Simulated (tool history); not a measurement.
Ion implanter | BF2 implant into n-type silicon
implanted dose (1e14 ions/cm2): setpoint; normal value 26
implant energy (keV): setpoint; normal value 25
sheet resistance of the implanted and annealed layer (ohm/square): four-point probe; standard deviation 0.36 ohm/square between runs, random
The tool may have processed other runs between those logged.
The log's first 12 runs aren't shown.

run	hour	implanted dose (1e14 ions/cm2)	implant energy (keV)	read-back reference wafer on the same gauge, sheet resistance	sheet resistance of the implanted and annealed layer (ohm/square)
13	1086.4	26	25	102.19	100.56
14	1128.1	26	25	102.22	100.36
15	1176.7	26	25	102.08	101.52
16	1362.4	26	25	101.89	100.65
17	1445.7	19.11	25	101.72	105.6
18	1514.7	26	25	101.74	100.67
19	1588.7	26	25	101.58	100.52
# hour 1607.4: extraction supply calibrated
20	1642.8	26	22.5	101.49	103.48
# hour 1659.9: Faraday cup replaced and dose calibrated
21	1690.8	26	25	101.54	100.17
22	1758.5	26	25	101.32	99.44
23	1973.2	31.28	29	101.15	92.77
24	2051.7	30.79	30.5	101.08	91.15
25	2142	20.03	25	100.94	103.76
26	2189.3	26	25	100.92	98.8
27	2247.6	31.67	20	100.77	105.13
28	2327.2	29.32	17.5	100.69	110.07
29	2385	28.72	25	100.64	97.51
30	2428.4	26	25	100.63	99.1
31	2497.6	29.85	25	100.53	97.42
32	2591.7	30.73	25	100.39	96.97
33	2695.5	21.3	25	100.34	102.07

Run 34 is up next; what results do you expect?
34	2734.8	26	25	?	?

{"run 34": {"read-back reference wafer on the same gauge, sheet resistance": 100.21, "sheet resistance of the implanted and annealed layer (ohm/square)": 98.97}}
With no hidden state in the tool, this same run would have given sheet resistance of the implanted and annealed layer (ohm/square) 100.74.

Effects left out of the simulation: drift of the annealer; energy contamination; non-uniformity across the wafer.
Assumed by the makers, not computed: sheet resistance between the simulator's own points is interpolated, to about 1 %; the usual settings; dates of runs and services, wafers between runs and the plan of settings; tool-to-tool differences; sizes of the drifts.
